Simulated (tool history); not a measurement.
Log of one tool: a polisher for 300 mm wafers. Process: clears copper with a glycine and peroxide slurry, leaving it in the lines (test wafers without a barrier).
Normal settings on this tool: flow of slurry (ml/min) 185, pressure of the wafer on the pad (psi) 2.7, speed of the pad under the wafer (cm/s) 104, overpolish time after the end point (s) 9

run	hour	flow of slurry (ml/min)	pressure of the wafer on the pad (psi)	speed of the pad under the wafer (cm/s)	overpolish time after the end point (s)	wafers since the last listed run	wafers polished on this pad	hours since the slurry nozzle was cleaned	hours since the head pressure was calibrated	incoming thickness of the incoming film, nm	time until the end point was called (s)	dishing of a wide line in a test structure (nm)
1	0	220	2.7	104	9	0	335	279.2	644.3	466.3	98.5	27.3
# hour 63.7: slurry nozzle cleaned
2	70.3	220	2.7	104	9	399	735	6.6	714.6	455.1	95.1	27.9
3	119.4	220	2.7	104	9	283	1019	55.7	763.7	459.4	97.4	29.6
# hour 149.8: worn pad replaced by a new one
4	221.8	135	2.7	104	9	567	415	158.1	866.1	466.5	105.9	27.4
5	296.3	135	2.7	104	9	429	845	232.6	940.6	460.8	103.1	26.7
# hour 358.4: worn pad replaced by a new one
# hour 365.7: slurry nozzle cleaned
6	368.9	135	2.7	104	9	390	55	3.2	1013.2	463.7	102.9	27.4
# hour 379.4: head pressure recalibrated
7	430.8	210	2.7	104	9	345	400	65.1	51.4	469.7	99.7	28
8	490.2	185	2.7	94	9	342	743	124.5	110.8	465.1	106.2	27.1
# hour 546.8: worn pad replaced by a new one
9	651.7	235	3.4	80	6	908	605	286	272.3	469.5	96.5	21.7
# hour 686.1: slurry nozzle cleaned
10	733.3	185	2.7	70	12	465	1070	47.2	353.9	470.8	125.4	30.3
# hour 745: worn pad replaced by a new one
11	777.3	125	2.7	104	13	230	186	91.2	397.9	468.4	105.7	34.9
12	825.3	220	2.7	104	9	276	463	139.2	445.9	473.5	99.8	28.6
13	921.6	185	3.2	126	14	555	1019	235.5	542.2	468.2	76.6	45.6
# hour 932.4: worn pad replaced by a new one
14	1027.3	185	2.7	104	14	586	547	341.2	647.9	471.5	103.2	39.5

Hidden state, per run?
removal rate lost through wear of the pad, %: 0 on each run
slurry flow missing at the pad, %: 0 on each run
deviation of the head's pressure from its setpoint, %: 0 on each run
